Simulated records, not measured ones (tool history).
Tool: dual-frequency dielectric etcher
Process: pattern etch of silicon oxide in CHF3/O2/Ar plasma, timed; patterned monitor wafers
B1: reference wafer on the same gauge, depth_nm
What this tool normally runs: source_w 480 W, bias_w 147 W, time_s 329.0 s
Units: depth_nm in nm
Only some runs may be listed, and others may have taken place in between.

Run 1, hour 0.0: usual settings but source_w 410 W; B1 547.7. Result: depth_nm 537.9 nm.
At hour 5.7: gauge calibrated.
Run 2, hour 7.3: usual settings; B1 548.3. Result: depth_nm 575.2 nm.
Run 3, hour 19.6: usual settings; B1 548.1. Result: depth_nm 575.2 nm.
Run 4, hour 34.9: usual settings; B1 547.6. Result: depth_nm 576.8 nm.
Run 5, hour 42.1: usual settings but bias_w 162 W; B1 547.9. Result: depth_nm 594.5 nm.
At hour 66.6: wet clean of the chamber.
Run 6, hour 67.1: usual settings; B1 547.8. Result: depth_nm 556.3 nm.
Run 7, hour 67.5: usual settings; B1 547.9. Result: depth_nm 556.9 nm.
Run 8, hour 75.8: usual settings but time_s 265.5 s; B1 548.5. Result: depth_nm 449.7 nm.
At hour 93.2: source power generator calibrated.
Run 9, hour 93.7: usual settings; B1 548.1. Result: depth_nm 558.1 nm.
At hour 111.0: gauge calibrated.
At hour 129.3: upper electrode replaced.
Run 10, hour 129.8: usual settings but source_w 570 W; B1 548.0. Result: depth_nm 602.8 nm.
Run 11, hour 130.2: usual settings but bias_w 165 W; B1 547.9. Result: depth_nm 580.0 nm.
Run 12, hour 132.7: usual settings but source_w 590 W, bias_w 178 W; B1 548.0. Result: depth_nm 645.4 nm.
At hour 144.4: bias power generator calibrated.
Run 13, hour 144.7: usual settings but source_w 560 W, time_s 417.0 s; B1 548.1. Result: depth_nm 756.7 nm.
Run 14, hour 157.0: usual settings but source_w 560 W; B1 548.3. Result: depth_nm 599.2 nm.
Run 15, hour 172.5: usual settings but source_w 390 W, time_s 301.0 s; B1 548.2. Result: depth_nm 471.1 nm.
Run 16, hour 182.8: usual settings but source_w 420 W, time_s 238.0 s; B1 547.8. Result: depth_nm 384.6 nm.
Run 17, hour 198.7: usual settings; B1 548.0. Result: depth_nm 563.2 nm.

Subtracting, for every run, the result it would have given without the tool's unlogged condition from the measured result gives the following. The same run-to-run variation enters both numbers; the gauge's scatter may not:
The tool's hidden condition here consists of: etch rate over this chamber's usual, %; source power that arrives over what is set, %; bias power that arrives over what is set, %; gauge reads high (%).
run  depth_nm
  1     +16.1
  2     +17.8
  3     +18.5
  4     +19.3
  5     +20.3
  6      -1.1
  7      -1.1
  8      -0.4
  9      +0.5
 10      +2.9
 11      +2.8
 12      +3.4
 13      +4.9
 14      +4.6
 15      +4.4
 16      +4.0
 17      +6.8
